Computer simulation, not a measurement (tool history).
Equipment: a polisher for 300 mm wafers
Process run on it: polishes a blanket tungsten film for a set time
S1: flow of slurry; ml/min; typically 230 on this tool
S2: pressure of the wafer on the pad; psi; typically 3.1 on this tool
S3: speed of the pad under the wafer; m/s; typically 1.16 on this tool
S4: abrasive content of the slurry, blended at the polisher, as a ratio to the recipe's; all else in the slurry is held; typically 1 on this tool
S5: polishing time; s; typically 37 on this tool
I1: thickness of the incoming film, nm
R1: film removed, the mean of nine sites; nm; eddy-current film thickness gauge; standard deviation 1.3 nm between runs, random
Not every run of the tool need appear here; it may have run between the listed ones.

{"run": 1, "hour": 0.0, "S1": 230, "S2": 2.7, "S3": 1.16, "S4": 1, "S5": 45, "I1": 702, "R1": 176.5}
{"run": 2, "hour": 10.0, "S1": 230, "S2": 3.1, "S3": 1.3, "S4": 1, "S5": 37, "I1": 702.2, "R1": 188.9}
{"run": 3, "hour": 22.2, "S1": 230, "S2": 3.1, "S3": 1.46, "S4": 1, "S5": 37, "I1": 696.7, "R1": 213.4}
{"hour": 30.6, "done": "slurry blender recalibrated"}
{"run": 4, "hour": 38.0, "S1": 230, "S2": 3.1, "S3": 1.46, "S4": 1, "S5": 37, "I1": 709.1, "R1": 215.9}
{"hour": 67.6, "done": "worn pad replaced by a new one"}
{"run": 5, "hour": 89.5, "S1": 230, "S2": 3.1, "S3": 1.26, "S4": 1, "S5": 37, "I1": 690.5, "R1": 186.7}
{"run": 6, "hour": 103.8, "S1": 230, "S2": 3.1, "S3": 1.26, "S4": 1, "S5": 37, "I1": 699.5, "R1": 181.4}
{"run": 7, "hour": 119.0, "S1": 230, "S2": 3.1, "S3": 1.26, "S4": 1, "S5": 37, "I1": 696.6, "R1": 185.3}
{"run": 8, "hour": 134.5, "S1": 230, "S2": 3.1, "S3": 1.16, "S4": 1, "S5": 37, "I1": 701.5, "R1": 169.1}
{"hour": 138.5, "done": "slurry nozzle cleaned"}
{"hour": 138.9, "done": "slurry tank refilled with fresh slurry and peroxide"}
{"run": 9, "hour": 148.1, "S1": 230, "S2": 3.1, "S3": 1.16, "S4": 1, "S5": 37, "I1": 688.2, "R1": 169}
{"hour": 165.7, "done": "worn pad replaced by a new one"}
{"run": 10, "hour": 190.4, "S1": 230, "S2": 3.1, "S3": 1.16, "S4": 1, "S5": 37, "I1": 694.3, "R1": 168}
{"run": 11, "hour": 207.6, "S1": 230, "S2": 3.8, "S3": 1.16, "S4": 1, "S5": 37, "I1": 712.5, "R1": 208.9}
{"hour": 211.9, "done": "slurry blender recalibrated"}
{"hour": 213.9, "done": "head pressure recalibrated"}
{"run": 12, "hour": 221.0, "S1": 160, "S2": 3.1, "S3": 1.16, "S4": 1, "S5": 46, "I1": 703.2, "R1": 203.3}
{"run": 13, "hour": 238.9, "S1": 230, "S2": 3.1, "S3": 1.16, "S4": 1.2, "S5": 24, "I1": 691.8, "R1": 114.9}
{"run": 14, "hour": 248.3, "S1": 230, "S2": 3.1, "S3": 1.16, "S4": 1.1, "S5": 45, "I1": 689.4, "R1": 210.7}
{"run": 15, "hour": 258.3, "S1": 230, "S2": 3.1, "S3": 1.42, "S4": 1, "S5": 37, "I1": 697.6, "R1": 208.6}
{"run": 16, "hour": 272.9, "S1": 230, "S2": 3.1, "S3": 1.16, "S4": 1.25, "S5": 48, "I1": 711.2, "R1": 234.6}
{"hour": 286.0, "done": "worn pad replaced by a new one"}
{"hour": 289.5, "done": "slurry tank refilled with fresh slurry and peroxide"}
{"run": 17, "hour": 296.4, "S1": 230, "S2": 3.1, "S3": 1.4, "S4": 1.25, "S5": 32, "I1": 692.8, "R1": 184.5}
{"run": 18, "hour": 309.2, "S1": 230, "S2": 3.1, "S3": 1.16, "S4": 1, "S5": 37, "I1": 711, "R1": 167.3}
{"run": 19, "hour": 326.3, "S1": 155, "S2": 2.3, "S3": 1.16, "S4": 1, "S5": 29, "I1": 707.7, "R1": 94.7}
{"run": 20, "hour": 341.8, "S1": 230, "S2": 4.1, "S3": 1.36, "S4": 0.8, "S5": 47, "I1": 705.1, "R1": 314.4}
{"run": 21, "hour": 349.1, "S1": 230, "S2": 3.1, "S3": 1.3, "S4": 1, "S5": 37, "I1": 708.1, "R1": 190.3}
{"run": 22, "hour": 355.7, "S1": 230, "S2": 3.1, "S3": 1.16, "S4": 1.3, "S5": 49, "I1": 687.6, "R1": 241.5}
{"run": 23, "hour": 364.8, "S1": 230, "S2": 3.1, "S3": 1.16, "S4": 1, "S5": 28, "I1": 698.1, "R1": 128.2}
{"run": 24, "hour": 375.8, "S1": 230, "S2": 3.1, "S3": 1.16, "S4": 1, "S5": 37, "I1": 698.3, "R1": 169.5}
{"hour": 393.3, "done": "worn pad replaced by a new one"}
{"run": 25, "hour": 393.8, "S1": 280, "S2": 3.1, "S3": 1.16, "S4": 1, "S5": 37, "I1": 693.1, "R1": 172.6}
{"run": 26, "hour": 402.0, "S1": 230, "S2": 2, "S3": 1.34, "S4": 1, "S5": 41, "I1": 702.5, "R1": 139}
{"run": 27, "hour": 409.7, "S1": 230, "S2": 3.1, "S3": 1.16, "S4": 1, "S5": 24, "I1": 696.4, "R1": 110.2}

Hidden state, per run?
removal rate lost through wear of the pad, %: 0 across all the runs
slurry flow missing at the pad, %: 0 across all the runs
deviation of the head's pressure from its setpoint, %: 0 across all the runs
abrasive missing from the slurry, %: 0 across all the runs
peroxide lost from the slurry, %: 0 across all the runs
